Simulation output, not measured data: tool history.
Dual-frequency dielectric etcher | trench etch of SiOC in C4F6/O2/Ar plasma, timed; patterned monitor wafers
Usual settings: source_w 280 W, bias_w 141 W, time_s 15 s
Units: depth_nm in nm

run,day,source_w,bias_w,time_s,wafers since the last listed run,hours since the last wet clean,hours since the last source power generator calibration,hours since the last bias power generator calibration,hours since the last upper electrode change,hours since the gauge calibration,"read-back reference wafer on the same gauge, depth_nm",depth_nm
1,0,280,141,15,0,286.7,4042.9,3251.7,3828.1,400.8,27.87,24.5
# day 0.521: bias power generator calibrated
2,0.542,280,141,15,79,299.7,4055.9,0.5,3841.1,413.8,27.82,24.32
3,1.033,280,153,13.5,103,311.5,4067.7,12.3,3852.9,425.6,27.83,22.3
4,1.583,280,153,13.5,116,324.7,4080.9,25.5,3866.1,438.8,27.77,22.5
5,2.038,280,153,13.5,95,335.6,4091.8,36.4,3877,449.7,27.75,22.35
# day 3.042: wet clean of the chamber
6,3.062,310,141,15,5,0.5,4116.4,61,3901.6,474.3,27.8,24.29
7,3.912,310,141,15,179,20.9,4136.8,81.4,3922,494.7,27.79,24.27
8,5.6,280,141,15,356,61.4,4177.3,121.9,3962.5,535.2,27.81,23.79
9,6.312,280,129,15,150,78.5,4194.4,139,3979.6,552.3,27.79,23.55
10,6.954,280,141,15,135,93.9,4209.8,154.4,3995,567.7,27.82,23.69
# day 7.129: gauge calibrated
11,7.321,340,141,17,77,102.7,4218.6,163.2,4003.8,4.6,27.76,29.03
# day 8.483: upper electrode replaced
12,8.504,280,124,15,38,131.1,4247,191.6,0.5,33,27.75,23.45
13,8.517,320,151,15,2,131.4,4247.3,191.9,0.8,33.3,27.84,25.41
14,8.946,280,118,15,90,141.7,4257.6,202.2,11.1,43.6,27.82,23.24
# day 10.146: source power generator calibrated
15,10.312,240,123,19,253,174.5,4,235,43.9,76.4,27.87,28.06
16,10.688,280,160,18.5,79,183.5,13,244,52.9,85.4,27.81,30.21
17,11.371,280,173,11,144,199.9,29.4,260.4,69.3,101.8,27.84,18.1
18,11.996,250,162,15,131,214.9,44.4,275.4,84.3,116.8,27.79,23.71
19,12.575,320,125,15,122,228.8,58.3,289.3,98.2,130.7,27.77,25.1
20,13.062,280,116,15,102,240.5,70,301,109.9,142.4,27.81,23.41
21,13.583,280,115,11.5,109,253,82.5,313.5,122.4,154.9,27.78,17.96
22,13.883,260,141,12,63,260.2,89.7,320.7,129.6,162.1,27.76,18.98
23,14.175,280,141,15,61,267.2,96.7,327.7,136.6,169.1,27.84,24.42
24,14.925,280,141,15,158,285.2,114.7,345.7,154.6,187.1,27.79,24.38
25,15.346,300,141,18,88,295.3,124.8,355.8,164.7,197.2,27.8,29.95
26,16.038,280,141,18,146,311.9,141.4,372.4,181.3,213.8,27.79,29.32
27,16.496,280,141,15,96,322.9,152.4,383.4,192.3,224.8,27.81,24.31
28,16.992,280,141,15,104,334.8,164.3,395.3,204.2,236.7,27.81,24.48
29,17.358,340,174,18,77,343.6,173.1,404.1,213,245.5,27.8,32.88
30,17.721,280,161,13.5,76,352.3,181.8,412.8,221.7,254.2,27.81,22.68
# day 19.133: wet clean of the chamber
31,19.154,250,127,19.5,91,0.5,216.2,447.2,256.1,288.6,27.76,28.88

The tool's hidden state at each run:
source power that arrives over what is set, %: 0 in every run
bias power that arrives over what is set, %: 0 in every run
gauge reads high (%): 0 in every run
H1: etch rate over this chamber's usual, %
run,H1
1,4.25
2,4.44
3,4.6
4,4.79
5,4.95
6,-0.0694
7,0.223
8,0.803
9,1.05
10,1.27
11,1.39
12,1.8
13,1.81
14,1.95
15,2.42
16,2.55
17,2.79
18,3
19,3.2
20,3.37
21,3.55
22,3.65
23,3.75
24,4.01
25,4.15
26,4.39
27,4.55
28,4.72
29,4.85
30,4.97
31,1.36

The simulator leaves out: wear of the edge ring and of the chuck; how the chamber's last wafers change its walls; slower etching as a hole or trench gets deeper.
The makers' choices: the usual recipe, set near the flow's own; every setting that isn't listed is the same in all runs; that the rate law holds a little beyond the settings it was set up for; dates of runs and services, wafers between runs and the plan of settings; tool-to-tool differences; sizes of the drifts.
